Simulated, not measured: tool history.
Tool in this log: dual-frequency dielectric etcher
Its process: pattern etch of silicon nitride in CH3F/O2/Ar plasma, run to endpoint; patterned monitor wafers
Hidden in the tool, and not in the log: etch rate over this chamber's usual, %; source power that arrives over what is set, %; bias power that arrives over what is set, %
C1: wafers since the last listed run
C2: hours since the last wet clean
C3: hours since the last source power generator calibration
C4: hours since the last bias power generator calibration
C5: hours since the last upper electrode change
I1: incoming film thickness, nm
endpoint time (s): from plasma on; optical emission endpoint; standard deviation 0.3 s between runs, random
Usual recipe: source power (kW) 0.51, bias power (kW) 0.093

run 1 hour=0 | source_power_(kW)=0.51 bias_power_(kW)=0.076 | C1=0 C2=103.7 C3=1127.3 C4=3660.3 C5=1118.8 | I1=46.98 | endpoint_time_(s)=62.7
run 2 hour=62.9 | source_power_(kW)=0.51 bias_power_(kW)=0.076 | C1=654 C2=166.6 C3=1190.2 C4=3723.2 C5=1181.7 | I1=46.76 | endpoint_time_(s)=61.7
run 3 hour=109.9 | source_power_(kW)=0.46 bias_power_(kW)=0.093 | C1=488 C2=213.6 C3=1237.2 C4=3770.2 C5=1228.7 | I1=46.7 | endpoint_time_(s)=58.9
run 4 hour=141.2 | source_power_(kW)=0.46 bias_power_(kW)=0.093 | C1=325 C2=244.9 C3=1268.5 C4=3801.5 C5=1260 | I1=46.57 | endpoint_time_(s)=58.3
run 5 hour=175.1 | source_power_(kW)=0.51 bias_power_(kW)=0.093 | C1=352 C2=278.8 C3=1302.4 C4=3835.4 C5=1293.9 | I1=46.92 | endpoint_time_(s)=57.2
run 6 hour=241.5 | source_power_(kW)=0.51 bias_power_(kW)=0.093 | C1=690 C2=345.2 C3=1368.8 C4=3901.8 C5=1360.3 | I1=46.79 | endpoint_time_(s)=56.8
run 7 hour=309.7 | source_power_(kW)=0.51 bias_power_(kW)=0.093 | C1=709 C2=413.4 C3=1437 C4=3970 C5=1428.5 | I1=46.46 | endpoint_time_(s)=56.1
-- hour=359.7 wet clean of the chamber
run 8 hour=378.6 | source_power_(kW)=0.51 bias_power_(kW)=0.093 | C1=466 C2=18.9 C3=1505.9 C4=4038.9 C5=1497.4 | I1=46.61 | endpoint_time_(s)=58.3
run 9 hour=497.9 | source_power_(kW)=0.51 bias_power_(kW)=0.093 | C1=1240 C2=138.2 C3=1625.2 C4=4158.2 C5=1616.7 | I1=46.53 | endpoint_time_(s)=57.1
run 10 hour=550.9 | source_power_(kW)=0.51 bias_power_(kW)=0.093 | C1=551 C2=191.2 C3=1678.2 C4=4211.2 C5=1669.7 | I1=46.95 | endpoint_time_(s)=57.8
run 11 hour=620.4 | source_power_(kW)=0.51 bias_power_(kW)=0.093 | C1=722 C2=260.7 C3=1747.7 C4=4280.7 C5=1739.2 | I1=46.59 | endpoint_time_(s)=56.7
run 12 hour=648.6 | source_power_(kW)=0.54 bias_power_(kW)=0.093 | C1=293 C2=288.9 C3=1775.9 C4=4308.9 C5=1767.4 | I1=46.23 | endpoint_time_(s)=55
run 13 hour=696.2 | source_power_(kW)=0.54 bias_power_(kW)=0.093 | C1=495 C2=336.5 C3=1823.5 C4=4356.5 C5=1815 | I1=46.92 | endpoint_time_(s)=55.8
run 14 hour=720.6 | source_power_(kW)=0.51 bias_power_(kW)=0.093 | C1=253 C2=360.9 C3=1847.9 C4=4380.9 C5=1839.4 | I1=46.99 | endpoint_time_(s)=57.3
run 15 hour=790 | source_power_(kW)=0.51 bias_power_(kW)=0.11 | C1=721 C2=430.3 C3=1917.3 C4=4450.3 C5=1908.8 | I1=46.55 | endpoint_time_(s)=52.9
run 16 hour=826.3 | source_power_(kW)=0.51 bias_power_(kW)=0.11 | C1=377 C2=466.6 C3=1953.6 C4=4486.6 C5=1945.1 | I1=46.45 | endpoint_time_(s)=52.6
-- hour=860.4 wet clean of the chamber
run 17 hour=860.9 | source_power_(kW)=0.51 bias_power_(kW)=0.11 | C1=110 C2=0.5 C3=1988.2 C4=4521.2 C5=1979.7 | I1=46.65 | endpoint_time_(s)=55
run 18 hour=923.2 | source_power_(kW)=0.57 bias_power_(kW)=0.073 | C1=647 C2=62.8 C3=2050.5 C4=4583.5 C5=2042 | I1=47.23 | endpoint_time_(s)=61.2
run 19 hour=989 | source_power_(kW)=0.42 bias_power_(kW)=0.104 | C1=684 C2=128.6 C3=2116.3 C4=4649.3 C5=2107.8 | I1=46.57 | endpoint_time_(s)=59
run 20 hour=1045.8 | source_power_(kW)=0.47 bias_power_(kW)=0.076 | C1=590 C2=185.4 C3=2173.1 C4=4706.1 C5=2164.6 | I1=46.47 | endpoint_time_(s)=62.7
-- hour=1082.1 bias power generator calibrated
run 21 hour=1092.1 | source_power_(kW)=0.4 bias_power_(kW)=0.1 | C1=439 C2=231.7 C3=2219.4 C4=10 C5=2210.9 | I1=46.83 | endpoint_time_(s)=60.3
run 22 hour=1126.7 | source_power_(kW)=0.61 bias_power_(kW)=0.1 | C1=359 C2=266.3 C3=2254 C4=44.6 C5=2245.5 | I1=46.65 | endpoint_time_(s)=52.4
run 23 hour=1224 | source_power_(kW)=0.54 bias_power_(kW)=0.085 | C1=1011 C2=363.6 C3=2351.3 C4=141.9 C5=2342.8 | I1=47 | endpoint_time_(s)=57.9
-- hour=1262.6 upper electrode replaced
run 24 hour=1263.1 | source_power_(kW)=0.64 bias_power_(kW)=0.116 | C1=157 C2=402.7 C3=2390.4 C4=181 C5=0.5 | I1=46.68 | endpoint_time_(s)=48.3
-- hour=1283.4 source power generator calibrated
-- hour=1323.5 wet clean of the chamber
run 25 hour=1324.3 | source_power_(kW)=0.62 bias_power_(kW)=0.108 | C1=345 C2=0.8 C3=40.9 C4=242.2 C5=61.7 | I1=46.71 | endpoint_time_(s)=51.5
run 26 hour=1379.8 | source_power_(kW)=0.51 bias_power_(kW)=0.093 | C1=577 C2=56.3 C3=96.4 C4=297.7 C5=117.2 | I1=46.63 | endpoint_time_(s)=57.7
run 27 hour=1446.5 | source_power_(kW)=0.51 bias_power_(kW)=0.086 | C1=693 C2=123 C3=163.1 C4=364.4 C5=183.9 | I1=46.9 | endpoint_time_(s)=58.9
run 28 hour=1507.7 | source_power_(kW)=0.51 bias_power_(kW)=0.093 | C1=636 C2=184.2 C3=224.3 C4=425.6 C5=245.1 | I1=46.85 | endpoint_time_(s)=57.9
run 29 hour=1551.7 | source_power_(kW)=0.46 bias_power_(kW)=0.115 | C1=457 C2=228.2 C3=268.3 C4=469.6 C5=289.1 | I1=47.21 | endpoint_time_(s)=55.2
run 30 hour=1595 | source_power_(kW)=0.41 bias_power_(kW)=0.077 | C1=450 C2=271.5 C3=311.6 C4=512.9 C5=332.4 | I1=46.49 | endpoint_time_(s)=64.2
run 31 hour=1634.8 | source_power_(kW)=0.51 bias_power_(kW)=0.107 | C1=413 C2=311.3 C3=351.4 C4=552.7 C5=372.2 | I1=46.77 | endpoint_time_(s)=54.3
run 32 hour=1677.6 | source_power_(kW)=0.51 bias_power_(kW)=0.093 | C1=445 C2=354.1 C3=394.2 C4=595.5 C5=415 | I1=46.79 | endpoint_time_(s)=56.4
run 33 hour=1722.5 | source_power_(kW)=0.39 bias_power_(kW)=0.112 | C1=466 C2=399 C3=439.1 C4=640.4 C5=459.9 | I1=46.83 | endpoint_time_(s)=57.6
run 34 hour=1748.1 | source_power_(kW)=0.59 bias_power_(kW)=0.081 | C1=266 C2=424.6 C3=464.7 C4=666 C5=485.5 | I1=47.36 | endpoint_time_(s)=57.4

How would selected steps in endpoint time (s) from run to run divide? Give the signed amount a tool lacking its hidden state would still show from settings, what came in and random variation, and the signed amount left for the hidden state, including any gauge scatter that is not in both of the compared results.
Run 7 -> 8: wet clean of the chamber. endpoint time (s) +2.2: hidden state +1.6, all else +0.6.
Run 16 -> 17: wet clean of the chamber. endpoint time (s) +2.4: hidden state +1.9, all else +0.5.
Run 23 -> 24: source power (kW) 0.54 -> 0.64, bias power (kW) 0.085 -> 0.116, upper electrode replaced. endpoint time (s) -9.6: hidden state +0, all else -9.6.
Run 24 -> 25: source power (kW) 0.64 -> 0.62, bias power (kW) 0.116 -> 0.108, source power generator calibrated, wet clean of the chamber. endpoint time (s) +3.2: hidden state +1.3, all else +1.9.
Run 29 -> 30: source power (kW) 0.46 -> 0.41, bias power (kW) 0.115 -> 0.077. endpoint time (s) +9: hidden state -0.4, all else +9.4.
Run 30 -> 31: source power (kW) 0.41 -> 0.51, bias power (kW) 0.077 -> 0.107. endpoint time (s) -9.9: hidden state +0, all else -9.9.
